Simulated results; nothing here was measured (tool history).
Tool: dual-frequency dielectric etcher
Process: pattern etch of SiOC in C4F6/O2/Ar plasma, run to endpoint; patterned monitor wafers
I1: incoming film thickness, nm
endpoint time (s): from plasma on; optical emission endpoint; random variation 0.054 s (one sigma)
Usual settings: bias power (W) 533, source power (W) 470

run 1 day=0 | bias_power_(W)=533 source_power_(W)=470 | I1=27.52 | endpoint_time_(s)=8.7
run 2 day=1.158 | bias_power_(W)=533 source_power_(W)=470 | I1=27.7 | endpoint_time_(s)=8.7
run 3 day=3.546 | bias_power_(W)=533 source_power_(W)=470 | I1=27.93 | endpoint_time_(s)=8.7
run 4 day=6.225 | bias_power_(W)=533 source_power_(W)=520 | I1=28.08 | endpoint_time_(s)=8.4
run 5 day=7.942 | bias_power_(W)=533 source_power_(W)=470 | I1=27.99 | endpoint_time_(s)=8.8
run 6 day=10.304 | bias_power_(W)=533 source_power_(W)=470 | I1=27.87 | endpoint_time_(s)=8.7
-- day=13.562 upper electrode replaced
run 7 day=13.583 | bias_power_(W)=533 source_power_(W)=470 | I1=27.73 | endpoint_time_(s)=8.8
run 8 day=14.742 | bias_power_(W)=429 source_power_(W)=470 | I1=28.16 | endpoint_time_(s)=10.1
run 9 day=17.562 | bias_power_(W)=533 source_power_(W)=470 | I1=28.11 | endpoint_time_(s)=8.9
run 10 day=19.296 | bias_power_(W)=533 source_power_(W)=470 | I1=28.12 | endpoint_time_(s)=8.9
-- day=20.033 source power generator calibrated
run 11 day=21.529 | bias_power_(W)=533 source_power_(W)=470 | I1=27.98 | endpoint_time_(s)=8.9
run 12 day=22.821 | bias_power_(W)=533 source_power_(W)=470 | I1=27.7 | endpoint_time_(s)=8.9
-- day=24.75 wet clean of the chamber
run 13 day=25.046 | bias_power_(W)=597 source_power_(W)=390 | I1=27.91 | endpoint_time_(s)=9
-- day=26.95 bias power generator calibrated
run 14 day=27.5 | bias_power_(W)=616 source_power_(W)=570 | I1=28.01 | endpoint_time_(s)=7.3
run 15 day=30.029 | bias_power_(W)=581 source_power_(W)=470 | I1=28.01 | endpoint_time_(s)=8.3
run 16 day=31.788 | bias_power_(W)=636 source_power_(W)=580 | I1=28 | endpoint_time_(s)=7.1
run 17 day=34.129 | bias_power_(W)=654 source_power_(W)=440 | I1=27.89 | endpoint_time_(s)=8.1
run 18 day=35.979 | bias_power_(W)=606 source_power_(W)=380 | I1=27.82 | endpoint_time_(s)=9
run 19 day=37.888 | bias_power_(W)=533 source_power_(W)=470 | I1=27.92 | endpoint_time_(s)=8.7
run 20 day=40.392 | bias_power_(W)=456 source_power_(W)=470 | I1=27.83 | endpoint_time_(s)=9.6
run 21 day=42.429 | bias_power_(W)=636 source_power_(W)=580 | I1=27.74 | endpoint_time_(s)=7.1
run 22 day=43.946 | bias_power_(W)=619 source_power_(W)=470 | I1=28.01 | endpoint_time_(s)=8.1

4 ways to go on from here, each from the tool as it stands after run 22. What would each give?
run A day=43.962 | bias_power_(W)=533 source_power_(W)=470 | I1=27.72 | endpoint_time_(s)=?
run B day=43.962 | bias_power_(W)=533 source_power_(W)=420 | I1=27.72 | endpoint_time_(s)=?
run C day=43.962 | bias_power_(W)=441 source_power_(W)=520 | I1=27.72 | endpoint_time_(s)=?
run D day=43.962 | bias_power_(W)=596 source_power_(W)=560 | I1=27.72 | endpoint_time_(s)=?

run=A endpoint_time_(s)=8.7
run=B endpoint_time_(s)=9.2
run=C endpoint_time_(s)=9.2
run=D endpoint_time_(s)=7.5
Without the tool's hidden state the same runs would have given:
run=A endpoint_time_(s)=8.5
run=B endpoint_time_(s)=9.1
run=C endpoint_time_(s)=9.1
run=D endpoint_time_(s)=7.4
